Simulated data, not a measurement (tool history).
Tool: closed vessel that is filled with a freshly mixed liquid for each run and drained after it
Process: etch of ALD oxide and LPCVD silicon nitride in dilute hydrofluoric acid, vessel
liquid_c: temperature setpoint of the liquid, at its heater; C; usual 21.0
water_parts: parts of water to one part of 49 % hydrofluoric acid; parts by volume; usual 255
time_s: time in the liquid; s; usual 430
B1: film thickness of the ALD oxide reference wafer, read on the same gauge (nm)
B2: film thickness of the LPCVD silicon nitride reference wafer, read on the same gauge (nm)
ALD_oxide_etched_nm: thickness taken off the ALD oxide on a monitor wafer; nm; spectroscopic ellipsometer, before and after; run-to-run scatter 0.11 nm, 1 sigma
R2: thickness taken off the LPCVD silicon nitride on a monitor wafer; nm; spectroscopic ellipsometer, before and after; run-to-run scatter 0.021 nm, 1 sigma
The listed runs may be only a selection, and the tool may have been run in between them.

run 1 hour=0.0 | liquid_c=21.0 water_parts=255 time_s=430 | B1=60.01 B2=129.977 | ALD_oxide_etched_nm=13.27 R2=0.729
run 2 hour=79.0 | liquid_c=21.0 water_parts=255 time_s=430 | B1=60.01 B2=130.000 | ALD_oxide_etched_nm=13.50 R2=0.755
run 3 hour=164.2 | liquid_c=21.0 water_parts=255 time_s=430 | B1=60.00 B2=130.028 | ALD_oxide_etched_nm=13.43 R2=0.715
run 4 hour=228.3 | liquid_c=21.0 water_parts=290 time_s=430 | B1=59.97 B2=129.993 | ALD_oxide_etched_nm=11.37 R2=0.666
run 5 hour=306.1 | liquid_c=21.0 water_parts=290 time_s=430 | B1=59.99 B2=129.969 | ALD_oxide_etched_nm=11.23 R2=0.655
run 6 hour=384.8 | liquid_c=21.0 water_parts=335 time_s=590 | B1=60.00 B2=129.985 | ALD_oxide_etched_nm=12.81 R2=0.775
run 7 hour=426.0 | liquid_c=21.0 water_parts=335 time_s=590 | B1=59.99 B2=129.986 | ALD_oxide_etched_nm=12.97 R2=0.751
run 8 hour=505.7 | liquid_c=21.0 water_parts=335 time_s=590 | B1=60.02 B2=129.992 | ALD_oxide_etched_nm=12.77 R2=0.755
-- hour=512.1 hydrofluoric acid flow meter replaced
run 9 hour=605.8 | liquid_c=21.0 water_parts=255 time_s=430 | B1=60.01 B2=130.004 | ALD_oxide_etched_nm=13.35 R2=0.742
run 10 hour=670.6 | liquid_c=18.0 water_parts=295 time_s=590 | B1=59.98 B2=129.983 | ALD_oxide_etched_nm=13.49 R2=0.716
-- hour=710.7 thermometer replaced
run 11 hour=750.6 | liquid_c=23.5 water_parts=185 time_s=430 | B1=60.00 B2=129.979 | ALD_oxide_etched_nm=21.51 R2=1.188
-- hour=751.9 gauge calibrated
run 12 hour=825.3 | liquid_c=21.0 water_parts=335 time_s=590 | B1=59.97 B2=129.959 | ALD_oxide_etched_nm=12.88 R2=0.787
run 13 hour=1043.9 | liquid_c=25.5 water_parts=255 time_s=625 | B1=60.00 B2=130.005 | ALD_oxide_etched_nm=22.45 R2=1.430
run 14 hour=1129.5 | liquid_c=21.0 water_parts=220 time_s=430 | B1=60.00 B2=129.975 | ALD_oxide_etched_nm=15.64 R2=0.847
run 15 hour=1201.9 | liquid_c=19.5 water_parts=195 time_s=505 | B1=60.00 B2=130.013 | ALD_oxide_etched_nm=20.60 R2=1.038
run 16 hour=1478.9 | liquid_c=21.0 water_parts=300 time_s=295 | B1=59.98 B2=129.968 | ALD_oxide_etched_nm=7.41 R2=0.442
run 17 hour=1530.0 | liquid_c=25.0 water_parts=375 time_s=200 | B1=60.00 B2=129.976 | ALD_oxide_etched_nm=4.31 R2=0.298
run 18 hour=1589.3 | liquid_c=21.0 water_parts=255 time_s=430 | B1=59.99 B2=129.994 | ALD_oxide_etched_nm=13.46 R2=0.774

Predict each of these 3 candidate next runs independently; none follows another, all start after run 18:
run A hour=1590.1 | liquid_c=21.0 water_parts=255 time_s=430 | B1=? B2=? | ALD_oxide_etched_nm=? R2=?
run B hour=1590.1 | liquid_c=18.5 water_parts=150 time_s=430 | B1=? B2=? | ALD_oxide_etched_nm=? R2=?
run C hour=1590.1 | liquid_c=23.5 water_parts=355 time_s=675 | B1=? B2=? | ALD_oxide_etched_nm=? R2=?

run=A B1=60.00 B2=130.021 ALD_oxide_etched_nm=13.09 R2=0.741
run=B B1=60.00 B2=130.021 ALD_oxide_etched_nm=22.39 R2=1.053
run=C B1=60.00 B2=130.021 ALD_oxide_etched_nm=14.69 R2=0.983
Take away the tool's hidden state, keep each run's random variation, and the runs would have read:
run=A ALD_oxide_etched_nm=13.09 R2=0.741
run=B ALD_oxide_etched_nm=22.39 R2=1.053
run=C ALD_oxide_etched_nm=14.69 R2=0.983
